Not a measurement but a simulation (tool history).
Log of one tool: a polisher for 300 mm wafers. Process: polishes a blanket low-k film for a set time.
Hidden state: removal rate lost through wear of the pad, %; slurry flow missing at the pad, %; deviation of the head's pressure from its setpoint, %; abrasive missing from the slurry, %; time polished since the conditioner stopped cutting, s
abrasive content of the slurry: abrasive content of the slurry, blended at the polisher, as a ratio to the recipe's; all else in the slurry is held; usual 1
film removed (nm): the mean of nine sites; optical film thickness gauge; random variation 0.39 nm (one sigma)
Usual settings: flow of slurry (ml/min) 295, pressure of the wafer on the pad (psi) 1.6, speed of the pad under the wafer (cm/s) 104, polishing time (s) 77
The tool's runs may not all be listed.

run	day	flow of slurry (ml/min)	pressure of the wafer on the pad (psi)	speed of the pad under the wafer (cm/s)	abrasive content of the slurry	polishing time (s)	wafers since the last listed run	wafers polished on this pad	hours since the slurry nozzle was cleaned	hours since the head pressure was calibrated	hours since the slurry blender was calibrated	hours since the conditioning disc was replaced	incoming thickness of the incoming film, nm	film removed (nm)
1	0	295	1.6	104	1	77	0	756	657	48.9	105.2	367.8	590.8	26.2
2	1.179	295	1.6	104	1	77	322	1079	685.3	77.2	133.5	396.1	583.5	25.8
# day 1.662: conditioning disc replaced and pad reconditioned
# day 2.562: slurry nozzle cleaned
3	3.621	295	1.6	104	1	77	634	1713	25.4	135.8	192.1	47	585.6	25.9
4	5.533	295	1.6	104	1	77	523	2237	71.3	181.7	238	92.9	586.3	25.1
5	6.704	295	1.6	104	1	77	320	2557	99.4	209.8	266.1	121	586.8	24.5
# day 7.112: slurry blender recalibrated, repeated, since the last time left the tool worse
6	8.279	315	1.6	104	1	77	408	2966	137.2	247.6	28	158.8	582	32.7
7	10.492	295	2.1	104	0.75	77	605	3572	190.3	300.7	81.1	211.9	590.5	31.7
8	12.046	295	1.6	104	1	77	425	3998	227.6	338	118.4	249.2	592.3	32.5
# day 13.712: worn pad replaced by a new one
9	14.362	255	1.6	128	0.85	66	588	177	283.2	393.6	174	304.8	586.3	28.4
# day 15.804: head pressure recalibrated
10	16.554	200	1.6	132	1	77	577	754	335.8	18	226.6	357.4	586.5	36.7
# day 17.675: conditioning disc replaced and pad reconditioned
11	19.233	315	1.6	104	1	77	710	1465	400.1	82.3	290.9	37.4	591.2	30.8
# day 23.896: slurry blender recalibrated
12	27.771	295	1.6	104	1	77	2315	3781	605	287.2	93	242.3	594.8	32.5
13	29.208	365	1.1	104	1	77	393	4174	639.5	321.7	127.5	276.8	582.1	25.6
# day 30.517: slurry nozzle cleaned
# day 31.129: worn pad replaced by a new one
14	31.15	295	1.6	104	1	77	474	5	15.2	368.3	174.1	323.4	585.6	32.7
# day 33.242: conditioning disc replaced and pad reconditioned
15	33.871	265	1.6	124	1	57	722	727	80.5	433.6	239.4	15.1	586.4	25.6
# day 34.021: head pressure recalibrated
16	35.238	295	1.6	104	1	77	351	1079	113.3	29.2	272.2	47.9	587.5	30.5
17	37.896	295	1.4	90	1.15	77	728	1807	177.1	93	336	111.7	578.9	27.4
18	39.9	295	1.6	104	0.9	77	548	2355	225.2	141.1	384.1	159.8	585.5	28.2
# day 40.675: slurry blender recalibrated
19	41.654	360	1.6	76	1	104	457	2813	267.3	183.2	23.5	201.9	582.8	35.3
20	43.058	295	1.6	104	1	77	384	3198	301	216.9	57.2	235.6	586.8	32.2
21	44.7	295	1.6	104	1	77	449	3647	340.4	256.3	96.6	275	584.4	32.2
22	45.767	375	1.4	104	1	64	292	3939	366	281.9	122.2	300.6	593.4	24.7
# day 47.617: worn pad replaced by a new one
23	48.392	295	1.6	124	1	96	673	212	429	344.9	185.2	363.6	584.1	45.9
24	49.8	295	1.6	104	0.85	77	385	598	462.8	378.7	219	397.4	583.8	28.9
# day 50.604: conditioning disc replaced and pad reconditioned
25	51.671	380	1.6	104	1	77	489	1087	507.7	423.6	263.9	25.6	593.6	31.7
26	52.833	370	1.6	72	0.8	66	318	1405	535.6	451.5	291.8	53.5	592.8	16.9

Forecast each of these 3 alternatives for the next run:
A	52.85	295	1.6	104	1.1	77	4	1410	536	451.9	292.2	53.9	590.5	?
B	52.85	295	1.9	104	1	69	4	1410	536	451.9	292.2	53.9	590.5	?
C	52.85	345	2	104	1	77	4	1410	536	451.9	292.2	53.9	590.5	?

run	film removed (nm)
A	32.7
B	31.1
C	36.5
Without the tool's hidden state the same runs would have given:
run	film removed (nm)
A	34.6
B	33.1
C	38.9
